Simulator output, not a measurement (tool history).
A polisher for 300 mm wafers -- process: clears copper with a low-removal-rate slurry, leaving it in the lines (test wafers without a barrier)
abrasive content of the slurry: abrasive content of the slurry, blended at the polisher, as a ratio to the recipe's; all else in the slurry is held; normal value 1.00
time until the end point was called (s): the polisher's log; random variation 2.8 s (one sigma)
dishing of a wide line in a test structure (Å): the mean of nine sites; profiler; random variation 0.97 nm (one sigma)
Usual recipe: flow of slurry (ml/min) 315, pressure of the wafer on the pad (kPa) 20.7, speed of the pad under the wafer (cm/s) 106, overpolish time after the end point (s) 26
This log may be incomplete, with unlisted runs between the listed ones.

run,day,flow of slurry (ml/min),pressure of the wafer on the pad (kPa),speed of the pad under the wafer (cm/s),abrasive content of the slurry,overpolish time after the end point (s),"incoming thickness of the incoming film, nm",time until the end point was called (s),dishing of a wide line in a test structure (Å)
1,0.000,315,20.7,106,1.00,26,444.4,149.9,432
# day 0.754: slurry nozzle cleaned
2,2.262,315,20.7,106,1.00,26,443.0,155.6,449
# day 3.550: worn pad replaced by a new one
3,3.575,315,20.7,106,1.00,26,442.4,149.8,439
4,6.254,315,20.7,106,1.00,26,454.8,154.3,434
5,8.967,315,20.7,106,1.00,26,443.2,159.5,431
# day 11.625: slurry blender recalibrated
6,11.646,315,20.7,106,1.00,26,449.6,148.9,450
# day 12.354: head pressure recalibrated
7,13.867,315,20.7,106,1.00,26,448.9,139.6,427
8,15.021,315,20.7,106,1.00,26,444.2,147.7,458
9,16.233,315,26.2,106,1.00,26,447.0,118.2,509
# day 17.321: slurry nozzle cleaned
10,17.954,390,20.7,106,1.00,26,444.4,151.3,433
11,19.942,315,20.7,106,1.00,35,444.4,147.8,562
# day 20.729: worn pad replaced by a new one
12,22.883,315,15.2,86,1.00,32,445.1,242.6,347
13,24.288,315,20.7,106,1.00,26,448.8,156.3,441
# day 25.567: slurry blender recalibrated
14,25.925,315,20.7,106,1.00,26,438.9,145.7,457
15,28.229,315,20.7,106,1.00,26,443.3,146.7,443
16,29.804,315,20.7,106,1.00,26,443.5,142.5,436
# day 30.804: slurry nozzle cleaned
17,32.267,315,13.8,138,1.00,26,444.1,156.6,421
18,33.892,255,17.2,106,0.85,14,443.7,184.4,221
19,35.592,425,22.8,78,1.00,41,439.4,181.0,506
# day 38.371: worn pad replaced by a new one
20,38.517,315,25.5,106,1.00,26,443.6,133.2,490
21,40.467,315,20.7,106,1.00,26,448.1,156.7,414
22,42.617,315,20.7,106,1.00,26,449.2,164.5,411
# day 43.258: slurry blender recalibrated
23,44.042,315,20.7,120,1.00,26,450.1,132.4,504
# day 46.050: slurry nozzle cleaned
24,46.704,315,23.4,106,1.00,26,439.4,133.5,477
25,48.792,240,20.7,106,1.00,26,441.3,150.7,434
26,50.000,285,20.7,76,1.00,26,443.0,217.6,329
27,52.008,315,20.7,106,1.00,26,440.2,150.0,422
# day 52.875: worn pad replaced by a new one
28,54.300,315,17.2,106,1.25,26,452.3,171.7,397
# day 54.525: head pressure recalibrated
29,56.412,315,16.5,106,1.00,32,441.0,183.4,440

Below, some changes in time until the end point was called (s) between adjacent runs. For each, the amount present without the hidden state too (settings, incoming material, random variation) and the amount remaining for the hidden state with gauge scatter not shared by both compared results:
The hidden state here: removal rate lost through wear of the pad, %; slurry flow missing at the pad, %; deviation of the head's pressure from its setpoint, %; abrasive missing from the slurry, %.
Run 5 -> 6: slurry blender recalibrated. time until the end point was called (s) -10.6: hidden state -10.3, all else -0.3.
Run 11 -> 12: pressure of the wafer on the pad (kPa) 20.7 -> 15.2, speed of the pad under the wafer (cm/s) 106 -> 86, overpolish time after the end point (s) 35 -> 32, worn pad replaced by a new one. time until the end point was called (s) +94.8: hidden state +7.1, all else +87.7.
Run 12 -> 13: pressure of the wafer on the pad (kPa) 15.2 -> 20.7, speed of the pad under the wafer (cm/s) 86 -> 106, overpolish time after the end point (s) 32 -> 26. time until the end point was called (s) -86.3: hidden state -3.6, all else -82.7.
Run 22 -> 23: speed of the pad under the wafer (cm/s) 106 -> 120, slurry blender recalibrated. time until the end point was called (s) -32.1: hidden state -13.2, all else -18.9.

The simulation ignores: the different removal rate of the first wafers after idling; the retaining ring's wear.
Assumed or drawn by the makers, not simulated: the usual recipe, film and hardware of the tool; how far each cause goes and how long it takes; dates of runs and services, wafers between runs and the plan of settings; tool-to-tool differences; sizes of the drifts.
